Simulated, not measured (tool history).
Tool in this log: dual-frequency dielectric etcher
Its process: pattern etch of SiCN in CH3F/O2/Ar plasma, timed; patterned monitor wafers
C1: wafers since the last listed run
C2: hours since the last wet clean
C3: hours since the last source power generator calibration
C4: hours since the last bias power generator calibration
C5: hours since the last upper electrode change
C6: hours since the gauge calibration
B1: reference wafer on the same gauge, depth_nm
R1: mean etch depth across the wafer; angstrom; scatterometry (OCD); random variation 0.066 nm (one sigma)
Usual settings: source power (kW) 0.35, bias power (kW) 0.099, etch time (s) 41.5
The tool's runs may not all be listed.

{"run": 1, "hour": 0.0, "source power (kW)": 0.35, "bias power (kW)": 0.099, "etch time (s)": 45, "C1": 0, "C2": 125, "C3": 26.9, "C4": 4310.5, "C5": 2081.9, "C6": 743.2, "B1": 18.52, "R1": 202.5}
{"run": 2, "hour": 14.5, "source power (kW)": 0.35, "bias power (kW)": 0.099, "etch time (s)": 45, "C1": 192, "C2": 139.5, "C3": 41.4, "C4": 4325, "C5": 2096.4, "C6": 757.7, "B1": 18.5, "R1": 201.9}
{"hour": 54.2, "done": "wet clean of the chamber, repeated, since the last time left the tool worse"}
{"run": 3, "hour": 54.7, "source power (kW)": 0.35, "bias power (kW)": 0.099, "etch time (s)": 41.5, "C1": 214, "C2": 0.5, "C3": 81.6, "C4": 4365.2, "C5": 2136.6, "C6": 797.9, "B1": 18.51, "R1": 174.7}
{"run": 4, "hour": 55.0, "source power (kW)": 0.41, "bias power (kW)": 0.099, "etch time (s)": 41.5, "C1": 3, "C2": 0.8, "C3": 81.9, "C4": 4365.5, "C5": 2136.9, "C6": 798.2, "B1": 18.51, "R1": 185.5}
{"hour": 58.7, "done": "gauge calibrated"}
{"run": 5, "hour": 76.0, "source power (kW)": 0.41, "bias power (kW)": 0.099, "etch time (s)": 41.5, "C1": 278, "C2": 21.8, "C3": 102.9, "C4": 4386.5, "C5": 2157.9, "C6": 17.3, "B1": 18.49, "R1": 185.4}
{"hour": 137.8, "done": "upper electrode replaced"}
{"run": 6, "hour": 138.3, "source power (kW)": 0.39, "bias power (kW)": 0.099, "etch time (s)": 41.5, "C1": 507, "C2": 84.1, "C3": 165.2, "C4": 4448.8, "C5": 0.5, "C6": 79.6, "B1": 18.5, "R1": 184.2}
{"run": 7, "hour": 141.9, "source power (kW)": 0.35, "bias power (kW)": 0.099, "etch time (s)": 41.5, "C1": 47, "C2": 87.7, "C3": 168.8, "C4": 4452.4, "C5": 4.1, "C6": 83.2, "B1": 18.49, "R1": 175.7}
{"run": 8, "hour": 160.8, "source power (kW)": 0.35, "bias power (kW)": 0.099, "etch time (s)": 41.5, "C1": 250, "C2": 106.6, "C3": 187.7, "C4": 4471.3, "C5": 23, "C6": 102.1, "B1": 18.52, "R1": 177}
{"hour": 175.8, "done": "bias power generator calibrated"}
{"run": 9, "hour": 183.4, "source power (kW)": 0.42, "bias power (kW)": 0.114, "etch time (s)": 37, "C1": 246, "C2": 129.2, "C3": 210.3, "C4": 7.6, "C5": 45.6, "C6": 124.7, "B1": 18.5, "R1": 182.2}
{"run": 10, "hour": 219.1, "source power (kW)": 0.31, "bias power (kW)": 0.08, "etch time (s)": 45.5, "C1": 472, "C2": 164.9, "C3": 246, "C4": 43.3, "C5": 81.3, "C6": 160.4, "B1": 18.49, "R1": 166.5}
{"run": 11, "hour": 236.4, "source power (kW)": 0.43, "bias power (kW)": 0.116, "etch time (s)": 41.5, "C1": 229, "C2": 182.2, "C3": 263.3, "C4": 60.6, "C5": 98.6, "C6": 177.7, "B1": 18.52, "R1": 206.2}
{"run": 12, "hour": 250.8, "source power (kW)": 0.4, "bias power (kW)": 0.099, "etch time (s)": 41.5, "C1": 190, "C2": 196.6, "C3": 277.7, "C4": 75, "C5": 113, "C6": 192.1, "B1": 18.51, "R1": 187.1}
{"run": 13, "hour": 274.2, "source power (kW)": 0.39, "bias power (kW)": 0.107, "etch time (s)": 49.5, "C1": 310, "C2": 220, "C3": 301.1, "C4": 98.4, "C5": 136.4, "C6": 215.5, "B1": 18.48, "R1": 231.6}
{"run": 14, "hour": 292.0, "source power (kW)": 0.42, "bias power (kW)": 0.099, "etch time (s)": 41.5, "C1": 235, "C2": 237.8, "C3": 318.9, "C4": 116.2, "C5": 154.2, "C6": 233.3, "B1": 18.5, "R1": 189.5}
{"run": 15, "hour": 311.1, "source power (kW)": 0.35, "bias power (kW)": 0.099, "etch time (s)": 41.5, "C1": 253, "C2": 256.9, "C3": 338, "C4": 135.3, "C5": 173.3, "C6": 252.4, "B1": 18.5, "R1": 178.6}
{"run": 16, "hour": 330.1, "source power (kW)": 0.35, "bias power (kW)": 0.11, "etch time (s)": 41.5, "C1": 251, "C2": 275.9, "C3": 357, "C4": 154.3, "C5": 192.3, "C6": 271.4, "B1": 18.5, "R1": 188.9}
{"hour": 374.4, "done": "wet clean of the chamber"}
{"run": 17, "hour": 374.9, "source power (kW)": 0.35, "bias power (kW)": 0.119, "etch time (s)": 45.5, "C1": 275, "C2": 0.5, "C3": 401.8, "C4": 199.1, "C5": 237.1, "C6": 316.2, "B1": 18.52, "R1": 211.8}
{"run": 18, "hour": 382.1, "source power (kW)": 0.41, "bias power (kW)": 0.079, "etch time (s)": 37, "C1": 95, "C2": 7.7, "C3": 409, "C4": 206.3, "C5": 244.3, "C6": 323.4, "B1": 18.48, "R1": 145.6}
{"run": 19, "hour": 394.6, "source power (kW)": 0.44, "bias power (kW)": 0.087, "etch time (s)": 31, "C1": 165, "C2": 20.2, "C3": 421.5, "C4": 218.8, "C5": 256.8, "C6": 335.9, "B1": 18.48, "R1": 131.8}
{"run": 20, "hour": 415.6, "source power (kW)": 0.31, "bias power (kW)": 0.076, "etch time (s)": 45, "C1": 278, "C2": 41.2, "C3": 442.5, "C4": 239.8, "C5": 277.8, "C6": 356.9, "B1": 18.49, "R1": 157.7}
{"run": 21, "hour": 437.8, "source power (kW)": 0.35, "bias power (kW)": 0.124, "etch time (s)": 41.5, "C1": 294, "C2": 63.4, "C3": 464.7, "C4": 262, "C5": 300, "C6": 379.1, "B1": 18.49, "R1": 198.8}
{"run": 22, "hour": 451.9, "source power (kW)": 0.35, "bias power (kW)": 0.099, "etch time (s)": 41.5, "C1": 186, "C2": 77.5, "C3": 478.8, "C4": 276.1, "C5": 314.1, "C6": 393.2, "B1": 18.49, "R1": 176}
{"run": 23, "hour": 486.4, "source power (kW)": 0.31, "bias power (kW)": 0.099, "etch time (s)": 50.5, "C1": 457, "C2": 112, "C3": 513.3, "C4": 310.6, "C5": 348.6, "C6": 427.7, "B1": 18.51, "R1": 206.2}
{"run": 24, "hour": 508.4, "source power (kW)": 0.35, "bias power (kW)": 0.124, "etch time (s)": 41.5, "C1": 291, "C2": 134, "C3": 535.3, "C4": 332.6, "C5": 370.6, "C6": 449.7, "B1": 18.5, "R1": 198.8}
{"run": 25, "hour": 540.9, "source power (kW)": 0.29, "bias power (kW)": 0.11, "etch time (s)": 41.5, "C1": 430, "C2": 166.5, "C3": 567.8, "C4": 365.1, "C5": 403.1, "C6": 482.2, "B1": 18.51, "R1": 176.2}
{"run": 26, "hour": 553.3, "source power (kW)": 0.35, "bias power (kW)": 0.099, "etch time (s)": 41.5, "C1": 164, "C2": 178.9, "C3": 580.2, "C4": 377.5, "C5": 415.5, "C6": 494.6, "B1": 18.5, "R1": 178.4}
{"run": 27, "hour": 568.0, "source power (kW)": 0.38, "bias power (kW)": 0.087, "etch time (s)": 29.5, "C1": 194, "C2": 193.6, "C3": 594.9, "C4": 392.2, "C5": 430.2, "C6": 509.3, "B1": 18.49, "R1": 121.3}
{"run": 28, "hour": 600.1, "source power (kW)": 0.44, "bias power (kW)": 0.109, "etch time (s)": 33, "C1": 425, "C2": 225.7, "C3": 627, "C4": 424.3, "C5": 462.3, "C6": 541.4, "B1": 18.5, "R1": 162.1}
{"run": 29, "hour": 630.2, "source power (kW)": 0.42, "bias power (kW)": 0.083, "etch time (s)": 41.5, "C1": 398, "C2": 255.8, "C3": 657.1, "C4": 454.4, "C5": 492.4, "C6": 571.5, "B1": 18.49, "R1": 172}

Forecast each of these 5 alternatives for the next run:
{"run": "A", "hour": 630.6, "source power (kW)": 0.31, "bias power (kW)": 0.099, "etch time (s)": 41.5, "C1": 5, "C2": 256.2, "C3": 657.5, "C4": 454.8, "C5": 492.8, "C6": 571.9, "B1": "?", "R1": "?"}
{"run": "B", "hour": 630.6, "source power (kW)": 0.35, "bias power (kW)": 0.113, "etch time (s)": 41.5, "C1": 5, "C2": 256.2, "C3": 657.5, "C4": 454.8, "C5": 492.8, "C6": 571.9, "B1": "?", "R1": "?"}
{"run": "C", "hour": 630.6, "source power (kW)": 0.39, "bias power (kW)": 0.078, "etch time (s)": 33.5, "C1": 5, "C2": 256.2, "C3": 657.5, "C4": 454.8, "C5": 492.8, "C6": 571.9, "B1": "?", "R1": "?"}
{"run": "D", "hour": 630.6, "source power (kW)": 0.43, "bias power (kW)": 0.081, "etch time (s)": 46, "C1": 5, "C2": 256.2, "C3": 657.5, "C4": 454.8, "C5": 492.8, "C6": 571.9, "B1": "?", "R1": "?"}
{"run": "E", "hour": 630.6, "source power (kW)": 0.4, "bias power (kW)": 0.115, "etch time (s)": 34, "C1": 5, "C2": 256.2, "C3": 657.5, "C4": 454.8, "C5": 492.8, "C6": 571.9, "B1": "?", "R1": "?"}

run=A B1=18.5 R1=171.1
run=B B1=18.5 R1=191.4
run=C B1=18.5 R1=130.7
run=D B1=18.5 R1=189.7
run=E B1=18.5 R1=165.6
Stripped of hidden state, with their random variation kept, the same runs would have yielded:
run=A R1=167.7
run=B R1=187.6
run=C R1=128.1
run=D R1=185.9
run=E R1=162.3
